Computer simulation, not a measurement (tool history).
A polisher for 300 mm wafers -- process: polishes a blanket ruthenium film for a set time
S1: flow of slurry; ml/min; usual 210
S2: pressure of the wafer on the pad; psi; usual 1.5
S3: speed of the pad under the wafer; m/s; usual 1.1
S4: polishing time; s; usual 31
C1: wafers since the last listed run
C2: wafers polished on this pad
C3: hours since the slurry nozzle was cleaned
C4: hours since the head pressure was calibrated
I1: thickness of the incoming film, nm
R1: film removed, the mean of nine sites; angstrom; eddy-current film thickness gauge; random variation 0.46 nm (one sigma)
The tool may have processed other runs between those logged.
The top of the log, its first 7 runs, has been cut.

| run | hour | S1 | S2 | S3 | S4 | C1 | C2 | C3 | C4 | I1 | R1 |
|---|---|---|---|---|---|---|---|---|---|---|---|
| 8 | 296.2 | 210 | 1.5 | 1.1 | 27 | 470 | 985 | 466.2 | 134.9 | 618.8 | 258 |
| 9 | 332.8 | 210 | 1.5 | 1.1 | 31 | 509 | 1494 | 502.8 | 171.5 | 634.1 | 305 |
| 10 | 402.6 | 160 | 1.5 | 1.1 | 31 | 971 | 2465 | 572.6 | 241.3 | 631.4 | 291 |
| 11 | 439.3 | 160 | 1.5 | 1.1 | 31 | 510 | 2975 | 609.3 | 278 | 629.6 | 296 |
| 12 | 489.4 | 160 | 1.5 | 1.1 | 31 | 697 | 3672 | 659.4 | 328.1 | 619.1 | 286 |
|  | 534.6 | slurry nozzle cleaned |
|  | 559.2 | worn pad replaced by a new one, of another model than before |
| 13 | 559.7 | 210 | 1.9 | 1.1 | 36 | 908 | 7 | 25.1 | 398.4 | 630.6 | 422 |
| 14 | 591.4 | 210 | 1.4 | 1.1 | 31 | 441 | 448 | 56.8 | 430.1 | 623.7 | 296 |
|  | 657.4 | head pressure recalibrated |
| 15 | 732.4 | 210 | 1.4 | 1.1 | 31 | 1933 | 2382 | 197.8 | 75 | 621.3 | 305 |
| 16 | 775.9 | 210 | 1.5 | 1.1 | 31 | 605 | 2987 | 241.3 | 118.5 | 633.9 | 320 |
| 17 | 816.8 | 260 | 1.9 | 1.1 | 40 | 569 | 3556 | 282.2 | 159.4 | 613.1 | 461 |
| 18 | 875.8 | 210 | 1.5 | 1.1 | 31 | 820 | 4377 | 341.2 | 218.4 | 616.4 | 313 |
| 19 | 913.4 | 210 | 1.5 | 1.34 | 31 | 523 | 4900 | 378.8 | 256 | 632.2 | 386 |
|  | 919.2 | worn pad replaced by a new one |
| 20 | 954.6 | 275 | 1.5 | 0.96 | 31 | 517 | 492 | 420 | 297.2 | 629.7 | 270 |
| 21 | 987 | 210 | 1.5 | 1.1 | 31 | 450 | 943 | 452.4 | 329.6 | 628.6 | 309 |
| 22 | 1023.9 | 210 | 1.5 | 1.1 | 27 | 513 | 1456 | 489.3 | 366.5 | 618.1 | 271 |
| 23 | 1048.2 | 210 | 1.5 | 1.3 | 23 | 338 | 1794 | 513.6 | 390.8 | 614.6 | 276 |
|  | 1067.7 | head pressure recalibrated |
| 24 | 1130.8 | 275 | 1.5 | 0.76 | 31 | 1121 | 2916 | 596.2 | 63.1 | 631.7 | 215 |
|  | 1164.8 | slurry nozzle cleaned |
| 25 | 1181.5 | 170 | 1.5 | 1.1 | 31 | 691 | 3607 | 16.7 | 113.8 | 622.5 | 311 |
|  | 1292.8 | worn pad replaced by a new one |
| 26 | 1387.3 | 210 | 2 | 1 | 31 | 2807 | 1314 | 222.5 | 319.6 | 618.1 | 331 |
| 27 | 1413.5 | 250 | 1.5 | 1.46 | 31 | 364 | 1678 | 248.7 | 345.8 | 627.1 | 417 |
| 28 | 1450.4 | 280 | 1.5 | 1.1 | 22 | 513 | 2191 | 285.6 | 382.7 | 615.6 | 227 |
| 29 | 1488.4 | 210 | 1.7 | 0.88 | 27 | 528 | 2720 | 323.6 | 420.7 | 630.1 | 231 |
| 30 | 1539.7 | 175 | 1.8 | 1.3 | 35 | 713 | 3434 | 374.9 | 472 | 607.5 | 457 |

The next listed run, before its measurement:
|  | 1557.8 | head pressure recalibrated |
| 31 | 1579.2 | 170 | 1.5 | 1.22 | 23 | 521 | 3956 | 414.4 | 21.4 | 619.9 | ? |

{"run 31": {"R1": 259}}
With no hidden state in the tool, this same run would have given R1 266 angstrom.
